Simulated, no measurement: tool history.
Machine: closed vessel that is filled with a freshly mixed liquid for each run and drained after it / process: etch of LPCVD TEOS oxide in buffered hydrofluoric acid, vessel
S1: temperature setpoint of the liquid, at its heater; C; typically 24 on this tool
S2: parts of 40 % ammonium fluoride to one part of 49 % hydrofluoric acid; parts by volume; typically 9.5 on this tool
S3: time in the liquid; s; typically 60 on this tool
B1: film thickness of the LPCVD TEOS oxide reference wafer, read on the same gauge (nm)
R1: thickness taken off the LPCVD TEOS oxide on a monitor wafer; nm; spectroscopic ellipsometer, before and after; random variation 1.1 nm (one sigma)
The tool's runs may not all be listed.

{"run": 1, "hour": 0.0, "S1": 24, "S2": 9.5, "S3": 60, "B1": 90.04, "R1": 235.05}
{"run": 2, "hour": 20.3, "S1": 24, "S2": 9.5, "S3": 60, "B1": 90.01, "R1": 238.93}
{"run": 3, "hour": 38.6, "S1": 24, "S2": 9.5, "S3": 60, "B1": 90, "R1": 240.77}
{"run": 4, "hour": 61.9, "S1": 24, "S2": 9.5, "S3": 60, "B1": 90, "R1": 237.28}
{"run": 5, "hour": 82.8, "S1": 24, "S2": 9.5, "S3": 60, "B1": 89.99, "R1": 239.15}
{"run": 6, "hour": 97.8, "S1": 24, "S2": 9.5, "S3": 60, "B1": 90, "R1": 239.88}
{"hour": 105.6, "done": "hydrofluoric acid flow meter replaced"}
{"hour": 119.4, "done": "gauge calibrated"}
{"run": 7, "hour": 122.3, "S1": 24, "S2": 9.5, "S3": 60, "B1": 90.01, "R1": 241.59}
{"run": 8, "hour": 146.4, "S1": 21.5, "S2": 8, "S3": 50, "B1": 89.97, "R1": 207.1}
{"run": 9, "hour": 167.6, "S1": 24, "S2": 9.5, "S3": 60, "B1": 90, "R1": 241.53}

For run 10, what comes out?
{"run": 10, "hour": 193.3, "S1": 20.5, "S2": 9.5, "S3": 40, "B1": "?", "R1": "?"}

B1: 89.98
R1: 132.94 nm
Were there no unlogged condition in the tool, this run, its random variation unchanged, would have produced R1 117.04 nm.

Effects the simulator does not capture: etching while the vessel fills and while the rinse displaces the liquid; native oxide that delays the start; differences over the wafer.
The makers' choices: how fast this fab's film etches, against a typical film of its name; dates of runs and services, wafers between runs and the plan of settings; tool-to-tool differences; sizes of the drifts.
